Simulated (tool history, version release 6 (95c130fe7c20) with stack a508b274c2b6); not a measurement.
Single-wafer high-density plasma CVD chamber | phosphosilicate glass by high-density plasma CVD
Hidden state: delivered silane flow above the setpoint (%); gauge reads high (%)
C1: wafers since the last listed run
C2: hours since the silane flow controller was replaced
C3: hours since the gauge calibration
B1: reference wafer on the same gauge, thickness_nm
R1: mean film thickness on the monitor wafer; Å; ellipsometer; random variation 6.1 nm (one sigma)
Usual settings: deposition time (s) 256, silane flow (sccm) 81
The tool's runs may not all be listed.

{"run": 1, "day": 0.0, "deposition time (s)": 229, "silane flow (sccm)": 81, "C1": 0, "C2": 2628.0, "C3": 420.3, "B1": 1979.292, "R1": 20222.92}
{"run": 2, "day": 0.875, "deposition time (s)": 291, "silane flow (sccm)": 81, "C1": 126, "C2": 2649.0, "C3": 441.3, "B1": 1980.289, "R1": 25744.94}
{"run": 3, "day": 1.55, "deposition time (s)": 291, "silane flow (sccm)": 81, "C1": 97, "C2": 2665.2, "C3": 457.5, "B1": 1979.865, "R1": 25696.42}
{"run": 4, "day": 2.267, "deposition time (s)": 291, "silane flow (sccm)": 81, "C1": 103, "C2": 2682.4, "C3": 474.7, "B1": 1979.83, "R1": 25770.24}
{"run": 5, "day": 2.983, "deposition time (s)": 256, "silane flow (sccm)": 73, "C1": 103, "C2": 2699.6, "C3": 491.9, "B1": 1978.946, "R1": 20452.13}
{"run": 6, "day": 4.229, "deposition time (s)": 256, "silane flow (sccm)": 73, "C1": 179, "C2": 2729.5, "C3": 521.8, "B1": 1979.158, "R1": 20349.91}
{"run": 7, "day": 5.0, "deposition time (s)": 283, "silane flow (sccm)": 81, "C1": 111, "C2": 2748.0, "C3": 540.3, "B1": 1980.663, "R1": 25070.99}
{"day": 5.358, "done": "gauge calibrated"}
{"run": 8, "day": 5.975, "deposition time (s)": 256, "silane flow (sccm)": 76, "C1": 140, "C2": 2771.4, "C3": 14.8, "B1": 1980.222, "R1": 21386.54}
{"run": 9, "day": 6.554, "deposition time (s)": 256, "silane flow (sccm)": 81, "C1": 83, "C2": 2785.3, "C3": 28.7, "B1": 1979.724, "R1": 22735.25}
{"run": 10, "day": 7.208, "deposition time (s)": 269, "silane flow (sccm)": 90, "C1": 94, "C2": 2801.0, "C3": 44.4, "B1": 1979.703, "R1": 26465.8}
{"run": 11, "day": 8.217, "deposition time (s)": 232, "silane flow (sccm)": 84, "C1": 145, "C2": 2825.2, "C3": 68.6, "B1": 1980.361, "R1": 21355.49}
{"run": 12, "day": 9.429, "deposition time (s)": 232, "silane flow (sccm)": 84, "C1": 174, "C2": 2854.3, "C3": 97.7, "B1": 1978.995, "R1": 21271.37}
{"run": 13, "day": 10.708, "deposition time (s)": 232, "silane flow (sccm)": 84, "C1": 184, "C2": 2885.0, "C3": 128.4, "B1": 1980.362, "R1": 21393.92}
{"run": 14, "day": 11.442, "deposition time (s)": 256, "silane flow (sccm)": 81, "C1": 105, "C2": 2902.6, "C3": 146.0, "B1": 1979.449, "R1": 22648.86}
{"run": 15, "day": 12.296, "deposition time (s)": 256, "silane flow (sccm)": 81, "C1": 123, "C2": 2923.1, "C3": 166.5, "B1": 1979.759, "R1": 22761.69}
{"run": 16, "day": 12.942, "deposition time (s)": 256, "silane flow (sccm)": 81, "C1": 93, "C2": 2938.6, "C3": 182.0, "B1": 1981.168, "R1": 22639.76}
{"run": 17, "day": 14.425, "deposition time (s)": 256, "silane flow (sccm)": 86, "C1": 213, "C2": 2974.2, "C3": 217.6, "B1": 1980.228, "R1": 23971.51}
{"run": 18, "day": 15.862, "deposition time (s)": 256, "silane flow (sccm)": 81, "C1": 207, "C2": 3008.7, "C3": 252.1, "B1": 1980.442, "R1": 22677.04}
{"run": 19, "day": 17.042, "deposition time (s)": 256, "silane flow (sccm)": 81, "C1": 170, "C2": 3037.0, "C3": 280.4, "B1": 1979.934, "R1": 22712.58}
{"run": 20, "day": 17.792, "deposition time (s)": 256, "silane flow (sccm)": 81, "C1": 108, "C2": 3055.0, "C3": 298.4, "B1": 1979.561, "R1": 22635.35}
{"run": 21, "day": 18.608, "deposition time (s)": 216, "silane flow (sccm)": 91, "C1": 117, "C2": 3074.6, "C3": 318.0, "B1": 1980.401, "R1": 21618.82}
{"run": 22, "day": 19.633, "deposition time (s)": 256, "silane flow (sccm)": 81, "C1": 147, "C2": 3099.2, "C3": 342.6, "B1": 1980.641, "R1": 22648.54}
{"run": 23, "day": 20.912, "deposition time (s)": 256, "silane flow (sccm)": 81, "C1": 184, "C2": 3129.9, "C3": 373.3, "B1": 1980.465, "R1": 22718.74}
{"run": 24, "day": 22.388, "deposition time (s)": 295, "silane flow (sccm)": 94, "C1": 212, "C2": 3165.3, "C3": 408.7, "B1": 1979.158, "R1": 30482.41}
{"run": 25, "day": 23.062, "deposition time (s)": 256, "silane flow (sccm)": 81, "C1": 97, "C2": 3181.5, "C3": 424.9, "B1": 1980.52, "R1": 22594.02}
{"day": 26.692, "done": "silane flow controller replaced"}
{"run": 26, "day": 26.712, "deposition time (s)": 256, "silane flow (sccm)": 66, "C1": 478, "C2": 0.5, "C3": 512.5, "B1": 1979.254, "R1": 17682.42}
{"run": 27, "day": 27.412, "deposition time (s)": 256, "silane flow (sccm)": 87, "C1": 100, "C2": 17.3, "C3": 529.3, "B1": 1979.745, "R1": 23396.37}
{"run": 28, "day": 27.925, "deposition time (s)": 256, "silane flow (sccm)": 81, "C1": 73, "C2": 29.6, "C3": 541.6, "B1": 1979.744, "R1": 21730.56}
{"day": 28.646, "done": "gauge calibrated"}
{"run": 29, "day": 28.779, "deposition time (s)": 256, "silane flow (sccm)": 81, "C1": 123, "C2": 50.1, "C3": 3.2, "B1": 1979.786, "R1": 21740.69}
{"run": 30, "day": 29.554, "deposition time (s)": 307, "silane flow (sccm)": 94, "C1": 111, "C2": 68.7, "C3": 21.8, "B1": 1978.571, "R1": 30402.71}
{"run": 31, "day": 30.121, "deposition time (s)": 281, "silane flow (sccm)": 81, "C1": 81, "C2": 82.3, "C3": 35.4, "B1": 1979.68, "R1": 23968.0}
{"run": 32, "day": 31.158, "deposition time (s)": 242, "silane flow (sccm)": 81, "C1": 149, "C2": 107.2, "C3": 60.3, "B1": 1980.314, "R1": 20716.1}
{"run": 33, "day": 33.279, "deposition time (s)": 256, "silane flow (sccm)": 72, "C1": 305, "C2": 158.1, "C3": 111.2, "B1": 1980.819, "R1": 19475.01}
{"run": 34, "day": 34.717, "deposition time (s)": 256, "silane flow (sccm)": 81, "C1": 207, "C2": 192.6, "C3": 145.7, "B1": 1980.0, "R1": 21973.92}
{"run": 35, "day": 36.321, "deposition time (s)": 256, "silane flow (sccm)": 70, "C1": 231, "C2": 231.1, "C3": 184.2, "B1": 1978.796, "R1": 19020.78}
{"run": 36, "day": 36.896, "deposition time (s)": 213, "silane flow (sccm)": 69, "C1": 82, "C2": 244.9, "C3": 198.0, "B1": 1980.146, "R1": 15568.51}
{"run": 37, "day": 37.479, "deposition time (s)": 234, "silane flow (sccm)": 76, "C1": 84, "C2": 258.9, "C3": 212.0, "B1": 1978.891, "R1": 18896.63}

Forecast each of these 3 alternatives for the next run:
{"run": "A", "day": 37.5, "deposition time (s)": 256, "silane flow (sccm)": 81, "C1": 3, "C2": 259.4, "C3": 212.5, "B1": "?", "R1": "?"}
{"run": "B", "day": 37.5, "deposition time (s)": 256, "silane flow (sccm)": 90, "C1": 3, "C2": 259.4, "C3": 212.5, "B1": "?", "R1": "?"}
{"run": "C", "day": 37.5, "deposition time (s)": 280, "silane flow (sccm)": 81, "C1": 3, "C2": 259.4, "C3": 212.5, "B1": "?", "R1": "?"}

run=A B1=1979.016 R1=22007.35
run=B B1=1979.016 R1=24452.61
run=C B1=1979.016 R1=24070.54
Without the tool's hidden state the same runs would have given:
run=A R1=21710.00
run=B R1=24122.22
run=C R1=23745.31
